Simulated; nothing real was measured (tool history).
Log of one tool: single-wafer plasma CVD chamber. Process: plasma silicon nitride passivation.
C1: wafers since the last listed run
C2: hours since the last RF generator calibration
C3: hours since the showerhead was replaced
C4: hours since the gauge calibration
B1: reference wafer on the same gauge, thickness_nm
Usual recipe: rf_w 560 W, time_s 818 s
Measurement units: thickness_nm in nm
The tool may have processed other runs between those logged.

{"run": 1, "hour": 0.0, "rf_w": 560, "time_s": 689, "C1": 0, "C2": 573.1, "C3": 6611.0, "C4": 1336.0, "B1": 1307.823, "thickness_nm": 1108.592}
{"run": 2, "hour": 94.1, "rf_w": 560, "time_s": 689, "C1": 169, "C2": 667.2, "C3": 6705.1, "C4": 1430.1, "B1": 1310.114, "thickness_nm": 1115.963}
{"run": 3, "hour": 153.0, "rf_w": 560, "time_s": 689, "C1": 106, "C2": 726.1, "C3": 6764.0, "C4": 1489.0, "B1": 1314.743, "thickness_nm": 1108.069}
{"run": 4, "hour": 204.1, "rf_w": 560, "time_s": 818, "C1": 92, "C2": 777.2, "C3": 6815.1, "C4": 1540.1, "B1": 1317.069, "thickness_nm": 1328.936}
{"hour": 318.6, "done": "gauge calibrated"}
{"run": 5, "hour": 441.6, "rf_w": 560, "time_s": 818, "C1": 429, "C2": 1014.7, "C3": 7052.6, "C4": 123.0, "B1": 1283.483, "thickness_nm": 1282.101}
{"run": 6, "hour": 482.3, "rf_w": 560, "time_s": 696, "C1": 73, "C2": 1055.4, "C3": 7093.3, "C4": 163.7, "B1": 1283.136, "thickness_nm": 1096.546}
{"run": 7, "hour": 550.7, "rf_w": 560, "time_s": 696, "C1": 123, "C2": 1123.8, "C3": 7161.7, "C4": 232.1, "B1": 1281.486, "thickness_nm": 1092.245}
{"run": 8, "hour": 601.3, "rf_w": 560, "time_s": 818, "C1": 91, "C2": 1174.4, "C3": 7212.3, "C4": 282.7, "B1": 1281.893, "thickness_nm": 1290.186}
{"hour": 641.3, "done": "RF generator calibrated"}
{"run": 9, "hour": 659.6, "rf_w": 560, "time_s": 818, "C1": 90, "C2": 18.3, "C3": 7270.6, "C4": 341.0, "B1": 1285.344, "thickness_nm": 1290.957}
{"run": 10, "hour": 721.9, "rf_w": 560, "time_s": 818, "C1": 112, "C2": 80.6, "C3": 7332.9, "C4": 403.3, "B1": 1284.829, "thickness_nm": 1293.8}
{"run": 11, "hour": 809.4, "rf_w": 560, "time_s": 883, "C1": 158, "C2": 168.1, "C3": 7420.4, "C4": 490.8, "B1": 1284.874, "thickness_nm": 1407.631}
{"hour": 868.9, "done": "showerhead replaced"}
{"run": 12, "hour": 913.1, "rf_w": 560, "time_s": 883, "C1": 172, "C2": 271.8, "C3": 44.2, "C4": 594.5, "B1": 1286.922, "thickness_nm": 1401.642}
{"run": 13, "hour": 996.7, "rf_w": 560, "time_s": 883, "C1": 151, "C2": 355.4, "C3": 127.8, "C4": 678.1, "B1": 1286.386, "thickness_nm": 1398.871}
{"run": 14, "hour": 1097.0, "rf_w": 560, "time_s": 818, "C1": 181, "C2": 455.7, "C3": 228.1, "C4": 778.4, "B1": 1291.02, "thickness_nm": 1290.262}
{"run": 15, "hour": 1179.5, "rf_w": 560, "time_s": 818, "C1": 149, "C2": 538.2, "C3": 310.6, "C4": 860.9, "B1": 1291.901, "thickness_nm": 1295.034}
{"run": 16, "hour": 1263.0, "rf_w": 560, "time_s": 818, "C1": 150, "C2": 621.7, "C3": 394.1, "C4": 944.4, "B1": 1292.69, "thickness_nm": 1313.563}
{"run": 17, "hour": 1329.9, "rf_w": 560, "time_s": 733, "C1": 120, "C2": 688.6, "C3": 461.0, "C4": 1011.3, "B1": 1298.359, "thickness_nm": 1171.721}
{"run": 18, "hour": 1400.0, "rf_w": 560, "time_s": 733, "C1": 126, "C2": 758.7, "C3": 531.1, "C4": 1081.4, "B1": 1298.402, "thickness_nm": 1163.533}
{"run": 19, "hour": 1463.6, "rf_w": 605, "time_s": 753, "C1": 114, "C2": 822.3, "C3": 594.7, "C4": 1145.0, "B1": 1303.476, "thickness_nm": 1240.104}
{"run": 20, "hour": 1515.1, "rf_w": 560, "time_s": 818, "C1": 93, "C2": 873.8, "C3": 646.2, "C4": 1196.5, "B1": 1300.61, "thickness_nm": 1306.116}
{"run": 21, "hour": 1562.8, "rf_w": 525, "time_s": 874, "C1": 86, "C2": 921.5, "C3": 693.9, "C4": 1244.2, "B1": 1302.835, "thickness_nm": 1368.796}
{"run": 22, "hour": 1658.1, "rf_w": 480, "time_s": 908, "C1": 172, "C2": 1016.8, "C3": 789.2, "C4": 1339.5, "B1": 1304.606, "thickness_nm": 1380.242}
{"hour": 1674.9, "done": "RF generator calibrated"}
{"run": 23, "hour": 1694.9, "rf_w": 480, "time_s": 669, "C1": 52, "C2": 20.0, "C3": 826.0, "C4": 1376.3, "B1": 1306.766, "thickness_nm": 1020.671}
{"run": 24, "hour": 1766.9, "rf_w": 560, "time_s": 818, "C1": 130, "C2": 92.0, "C3": 898.0, "C4": 1448.3, "B1": 1310.72, "thickness_nm": 1305.395}
{"run": 25, "hour": 1806.7, "rf_w": 560, "time_s": 818, "C1": 71, "C2": 131.8, "C3": 937.8, "C4": 1488.1, "B1": 1313.073, "thickness_nm": 1314.55}
{"run": 26, "hour": 1873.4, "rf_w": 590, "time_s": 818, "C1": 120, "C2": 198.5, "C3": 1004.5, "C4": 1554.8, "B1": 1317.979, "thickness_nm": 1340.987}
{"run": 27, "hour": 1926.6, "rf_w": 485, "time_s": 964, "C1": 96, "C2": 251.7, "C3": 1057.7, "C4": 1608.0, "B1": 1315.602, "thickness_nm": 1467.743}
{"run": 28, "hour": 2028.8, "rf_w": 560, "time_s": 818, "C1": 184, "C2": 353.9, "C3": 1159.9, "C4": 1710.2, "B1": 1323.281, "thickness_nm": 1324.752}
{"hour": 2037.2, "done": "gauge calibrated"}
{"run": 29, "hour": 2123.0, "rf_w": 465, "time_s": 818, "C1": 170, "C2": 448.1, "C3": 1254.1, "C4": 85.8, "B1": 1279.491, "thickness_nm": 1204.13}
{"run": 30, "hour": 2208.4, "rf_w": 560, "time_s": 818, "C1": 154, "C2": 533.5, "C3": 1339.5, "C4": 171.2, "B1": 1282.09, "thickness_nm": 1288.488}
{"run": 31, "hour": 2287.0, "rf_w": 455, "time_s": 749, "C1": 141, "C2": 612.1, "C3": 1418.1, "C4": 249.8, "B1": 1282.999, "thickness_nm": 1100.311}
{"run": 32, "hour": 2375.7, "rf_w": 475, "time_s": 713, "C1": 160, "C2": 700.8, "C3": 1506.8, "C4": 338.5, "B1": 1282.223, "thickness_nm": 1057.548}
{"run": 33, "hour": 2482.5, "rf_w": 560, "time_s": 818, "C1": 192, "C2": 807.6, "C3": 1613.6, "C4": 445.3, "B1": 1283.103, "thickness_nm": 1290.207}
{"run": 34, "hour": 2546.6, "rf_w": 560, "time_s": 861, "C1": 115, "C2": 871.7, "C3": 1677.7, "C4": 509.4, "B1": 1285.332, "thickness_nm": 1352.4}
{"run": 35, "hour": 2638.4, "rf_w": 480, "time_s": 669, "C1": 165, "C2": 963.5, "C3": 1769.5, "C4": 601.2, "B1": 1286.852, "thickness_nm": 1013.879}
{"hour": 2656.2, "done": "RF generator calibrated"}
{"run": 36, "hour": 2712.4, "rf_w": 450, "time_s": 763, "C1": 119, "C2": 56.2, "C3": 1843.5, "C4": 675.2, "B1": 1289.814, "thickness_nm": 1118.799}

What was the tool's hidden state at every run in the log?
delivered RF power above the setpoint (%): 0 across all the runs
H1: gauge reads high (%)
run=1 H1=2.18
run=2 H1=2.46
run=3 H1=2.65
run=4 H1=2.82
run=5 H1=0.134
run=6 H1=0.147
run=7 H1=0.176
run=8 H1=0.205
run=9 H1=0.244
run=10 H1=0.295
run=11 H1=0.38
run=12 H1=0.503
run=13 H1=0.62
run=14 H1=0.779
run=15 H1=0.927
run=16 H1=1.09
run=17 H1=1.23
run=18 H1=1.39
run=19 H1=1.55
run=20 H1=1.68
run=21 H1=1.81
run=22 H1=2.08
run=23 H1=2.19
run=24 H1=2.41
run=25 H1=2.54
run=26 H1=2.76
run=27 H1=2.94
run=28 H1=3.31
run=29 H1=0.0599
run=30 H1=0.0839
run=31 H1=0.12
run=32 H1=0.177
run=33 H1=0.268
run=34 H1=0.335
run=35 H1=0.447
run=36 H1=0.55

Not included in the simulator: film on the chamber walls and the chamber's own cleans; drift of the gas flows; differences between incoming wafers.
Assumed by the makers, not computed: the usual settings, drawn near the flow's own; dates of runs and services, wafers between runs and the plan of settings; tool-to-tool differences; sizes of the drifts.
